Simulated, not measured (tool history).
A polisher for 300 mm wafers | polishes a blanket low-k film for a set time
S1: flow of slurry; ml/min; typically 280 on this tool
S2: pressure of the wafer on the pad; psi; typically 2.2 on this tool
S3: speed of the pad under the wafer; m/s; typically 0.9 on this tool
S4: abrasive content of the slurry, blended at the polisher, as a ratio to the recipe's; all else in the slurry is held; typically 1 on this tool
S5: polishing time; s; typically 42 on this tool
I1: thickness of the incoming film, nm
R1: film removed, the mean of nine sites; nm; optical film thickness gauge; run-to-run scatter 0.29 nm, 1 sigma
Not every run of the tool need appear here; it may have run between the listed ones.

run   hour   S1   S2    S3    S4  S5     I1    R1
  1      0  280  2.2   0.9     1  42  387.9  20.3
      16.5  -- conditioning disc replaced and pad reconditioned
  2   24.3  280  2.2   0.9     1  42  387.1  20.4
      27.5  -- slurry nozzle cleaned
        32  -- worn pad replaced by a new one
  3   50.5  280  2.2   0.9     1  42  394.4  21.2
      61.2  -- head pressure recalibrated
  4   77.1  280  2.2   0.9     1  42  382.8  20.9
  5   99.8  280  2.2   0.9     1  42  386.2  21.6
  6  118.6  280  2.2   0.9     1  42  393.7  21.4
  7  147.5  280  2.2   0.9     1  42  391.1  21.1
  8  164.4  280  1.7   0.9     1  42    383  16.2
     197.2  -- slurry blender recalibrated
  9  199.5  280  1.7   0.9     1  42  385.1  16.4
 10  217.3  280  1.7   0.9     1  42  395.1  16.2
       233  -- worn pad replaced by a new one, of another model than before
 11  236.2  305  2.2  0.66     1  42  388.2  18.3
 12  260.1  280  2.2  0.68     1  42    390  18.5
 13  292.3  280  2.2   0.9     1  42  382.6  20.9
 14  315.4  215  2.2  0.66     1  42  387.4  17.4
 15  339.1  230  2.2   0.9   1.2  29  387.8  15.4
 16  367.2  280  1.9  1.14     1  57  388.8    28
 17  388.2  280  2.2   0.9     1  42  387.3    21
     420.7  -- worn pad replaced by a new one
 18  423.3  280  1.8   0.9     1  28  387.8  11.8
     425.3  -- slurry nozzle cleaned
 19  510.6  280  2.2   0.9     1  42  393.1  21.1
     517.8  -- head pressure recalibrated
       525  -- conditioning disc replaced and pad reconditioned
 20  535.1  215  1.4  1.18     1  53  389.3  21.7
     546.6  -- slurry blender recalibrated
 21  553.3  280  1.4  0.64     1  34  386.7  10.3
 22  577.7  280  2.2   0.9     1  42  390.2  20.8
     595.3  -- worn pad replaced by a new one
 23  612.4  280    2   0.9  0.75  42  385.7  16.9
 24  713.2  230  1.9  1.04     1  28    391  13.1
 25  728.1  365  2.2  0.68   0.9  42  383.6  17.8

For each run, the measured value with the value that run would have given without the tool's hidden condition subtracted. The run-to-run variation is shared by both, the gauge scatter possibly not:
The hidden state here: removal rate lost through wear of the pad, %; slurry flow missing at the pad, %; deviation of the head's pressure from its setpoint, %; abrasive missing from the slurry, %; time polished since the conditioner stopped cutting, s.
run    R1
  1  -0.8
  2  -0.9
  3    +0
  4    +0
  5  -0.1
  6  -0.1
  7  -0.2
  8  -0.1
  9  -0.2
 10  -0.2
 11  -0.2
 12  -0.2
 13  -0.3
 14  -0.4
 15  -0.3
 16  -0.7
 17  -0.6
 18  -0.4
 19  -0.1
 20  -0.1
 21  -0.1
 22  -0.1
 23  -0.1
 24  -0.3
 25  -0.3

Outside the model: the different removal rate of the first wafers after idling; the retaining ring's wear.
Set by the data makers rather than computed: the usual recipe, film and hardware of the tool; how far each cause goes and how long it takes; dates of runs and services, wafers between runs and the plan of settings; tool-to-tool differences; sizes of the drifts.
